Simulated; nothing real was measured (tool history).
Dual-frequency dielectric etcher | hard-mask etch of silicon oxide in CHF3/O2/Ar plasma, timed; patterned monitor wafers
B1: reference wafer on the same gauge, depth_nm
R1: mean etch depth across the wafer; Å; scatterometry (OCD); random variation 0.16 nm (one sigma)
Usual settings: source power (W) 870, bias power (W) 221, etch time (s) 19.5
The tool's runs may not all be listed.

{"run": 1, "hour": 0.0, "source power (W)": 870, "bias power (W)": 221, "etch time (s)": 17.0, "B1": 45.55, "R1": 426.4}
{"run": 2, "hour": 2.5, "source power (W)": 870, "bias power (W)": 221, "etch time (s)": 19.5, "B1": 45.46, "R1": 487.1}
{"run": 3, "hour": 17.7, "source power (W)": 870, "bias power (W)": 221, "etch time (s)": 19.5, "B1": 45.45, "R1": 489.1}
{"run": 4, "hour": 26.8, "source power (W)": 870, "bias power (W)": 221, "etch time (s)": 19.5, "B1": 45.59, "R1": 490.4}
{"run": 5, "hour": 35.2, "source power (W)": 870, "bias power (W)": 221, "etch time (s)": 19.5, "B1": 45.55, "R1": 487.2}
{"run": 6, "hour": 41.9, "source power (W)": 870, "bias power (W)": 221, "etch time (s)": 19.5, "B1": 45.49, "R1": 489.9}
{"run": 7, "hour": 56.9, "source power (W)": 870, "bias power (W)": 221, "etch time (s)": 19.5, "B1": 45.56, "R1": 491.0}
{"run": 8, "hour": 67.0, "source power (W)": 870, "bias power (W)": 221, "etch time (s)": 19.5, "B1": 45.54, "R1": 491.3}
{"hour": 74.6, "done": "source power generator calibrated"}
{"run": 9, "hour": 75.2, "source power (W)": 920, "bias power (W)": 221, "etch time (s)": 19.5, "B1": 45.59, "R1": 499.7}
{"hour": 81.0, "done": "bias power generator calibrated"}
{"run": 10, "hour": 90.3, "source power (W)": 920, "bias power (W)": 221, "etch time (s)": 19.5, "B1": 45.5, "R1": 496.5}
{"run": 11, "hour": 104.5, "source power (W)": 920, "bias power (W)": 221, "etch time (s)": 19.5, "B1": 45.53, "R1": 494.1}
{"run": 12, "hour": 111.4, "source power (W)": 1080, "bias power (W)": 236, "etch time (s)": 16.0, "B1": 45.55, "R1": 433.6}
{"hour": 140.4, "done": "upper electrode replaced"}
{"run": 13, "hour": 140.9, "source power (W)": 700, "bias power (W)": 221, "etch time (s)": 23.5, "B1": 45.49, "R1": 555.0}
{"run": 14, "hour": 144.3, "source power (W)": 870, "bias power (W)": 221, "etch time (s)": 19.5, "B1": 45.49, "R1": 492.7}
{"run": 15, "hour": 161.4, "source power (W)": 870, "bias power (W)": 221, "etch time (s)": 19.5, "B1": 45.46, "R1": 489.1}
{"run": 16, "hour": 167.4, "source power (W)": 710, "bias power (W)": 221, "etch time (s)": 25.0, "B1": 45.48, "R1": 594.7}
{"run": 17, "hour": 177.7, "source power (W)": 770, "bias power (W)": 221, "etch time (s)": 24.5, "B1": 45.51, "R1": 594.7}
{"hour": 188.6, "done": "gauge calibrated"}
{"run": 18, "hour": 189.9, "source power (W)": 870, "bias power (W)": 221, "etch time (s)": 19.5, "B1": 45.48, "R1": 487.4}
{"run": 19, "hour": 197.7, "source power (W)": 870, "bias power (W)": 221, "etch time (s)": 19.5, "B1": 45.5, "R1": 491.5}
{"run": 20, "hour": 210.7, "source power (W)": 870, "bias power (W)": 199, "etch time (s)": 15.0, "B1": 45.5, "R1": 366.7}
{"run": 21, "hour": 220.3, "source power (W)": 650, "bias power (W)": 236, "etch time (s)": 16.5, "B1": 45.51, "R1": 387.2}
{"run": 22, "hour": 234.0, "source power (W)": 1050, "bias power (W)": 258, "etch time (s)": 17.5, "B1": 45.51, "R1": 481.0}
{"run": 23, "hour": 240.4, "source power (W)": 1070, "bias power (W)": 271, "etch time (s)": 14.5, "B1": 45.52, "R1": 404.4}
{"run": 24, "hour": 249.4, "source power (W)": 870, "bias power (W)": 221, "etch time (s)": 19.5, "B1": 45.51, "R1": 487.7}
{"run": 25, "hour": 258.3, "source power (W)": 790, "bias power (W)": 184, "etch time (s)": 15.0, "B1": 45.51, "R1": 352.1}
{"run": 26, "hour": 270.7, "source power (W)": 1060, "bias power (W)": 177, "etch time (s)": 19.5, "B1": 45.49, "R1": 494.3}
{"run": 27, "hour": 298.3, "source power (W)": 730, "bias power (W)": 221, "etch time (s)": 17.5, "B1": 45.47, "R1": 415.2}

Forecast run 28:
{"run": 28, "hour": 311.0, "source power (W)": 1050, "bias power (W)": 177, "etch time (s)": 16.5, "B1": "?", "R1": "?"}

{"run 28": {"B1": 45.43, "R1": 417.1}}
Without the tool's hidden state the same run would have given R1 417.1 Å.
